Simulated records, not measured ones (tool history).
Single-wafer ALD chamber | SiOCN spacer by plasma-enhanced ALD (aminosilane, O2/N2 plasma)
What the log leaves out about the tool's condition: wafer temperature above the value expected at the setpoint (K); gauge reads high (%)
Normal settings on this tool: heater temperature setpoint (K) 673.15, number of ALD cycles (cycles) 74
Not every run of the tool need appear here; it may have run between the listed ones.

run	hour	heater temperature setpoint (K)	number of ALD cycles (cycles)	wafers since the last listed run	hours since the last thermocouple change	hours since the gauge calibration	read-back reference wafer on the same gauge, thickness_nm	mean film thickness on the monitor wafer (Å)
1	0.0	673.15	82	0	746.2	334.1	5.549	51.71
2	28.9	673.15	82	125	775.1	363.0	5.551	52.47
3	59.1	673.15	82	131	805.3	393.2	5.545	52.72
4	77.1	673.15	74	78	823.3	411.2	5.533	47.11
5	100.7	677.15	74	102	846.9	434.8	5.530	46.09
6	127.1	677.15	74	115	873.3	461.2	5.508	46.22
7	143.0	677.15	74	69	889.2	477.1	5.521	46.11
8	161.9	673.15	74	82	908.1	496.0	5.529	46.54
# hour 185.8: thermocouple changed; heater temperature recalibrated
9	186.3	673.15	80	71	0.5	520.4	5.496	50.58
10	205.1	673.15	80	81	19.3	539.2	5.510	50.60
11	231.2	673.15	74	113	45.4	565.3	5.493	46.93
12	254.5	673.15	74	101	68.7	588.6	5.492	46.47
13	278.7	683.15	74	105	92.9	612.8	5.494	44.63
14	302.6	673.15	74	104	116.8	636.7	5.479	46.39
15	319.1	666.15	64	71	133.3	653.2	5.472	40.50
16	342.2	673.15	74	100	156.4	676.3	5.474	46.18
17	374.9	673.15	74	142	189.1	709.0	5.460	46.61
# hour 386.5: gauge calibrated
18	393.6	664.15	88	81	207.8	7.1	5.571	56.08
19	424.4	664.15	88	134	238.6	37.9	5.581	56.65
20	457.4	662.15	79	143	271.6	70.9	5.568	51.02
21	472.9	673.15	74	67	287.1	86.4	5.575	47.15
22	499.1	673.15	74	114	313.3	112.6	5.560	47.61
23	530.8	666.15	70	138	345.0	144.3	5.575	45.08
24	551.0	666.15	87	88	365.2	164.5	5.569	55.76
25	571.6	686.15	74	89	385.8	185.1	5.574	45.17
26	585.1	669.15	62	58	399.3	198.6	5.562	39.91
27	602.7	661.15	62	76	416.9	216.2	5.564	39.45

Hidden condition of the tool, last listed run before each entry between runs versus first listed run after:
After run 8, before run 9: thermocouple changed; heater temperature recalibrated (hour 185.8)
  gauge reads high (%): -1.1 -> -1.2
  measured minus no-state result, mean film thickness on the monitor wafer (Å): -0.52 -> -0.62
After run 17, before run 18: gauge calibrated (hour 386.5)
  gauge reads high (%): -2.18 -> -0.0653
  measured minus no-state result, mean film thickness on the monitor wafer (Å): -1.04 -> -0.03
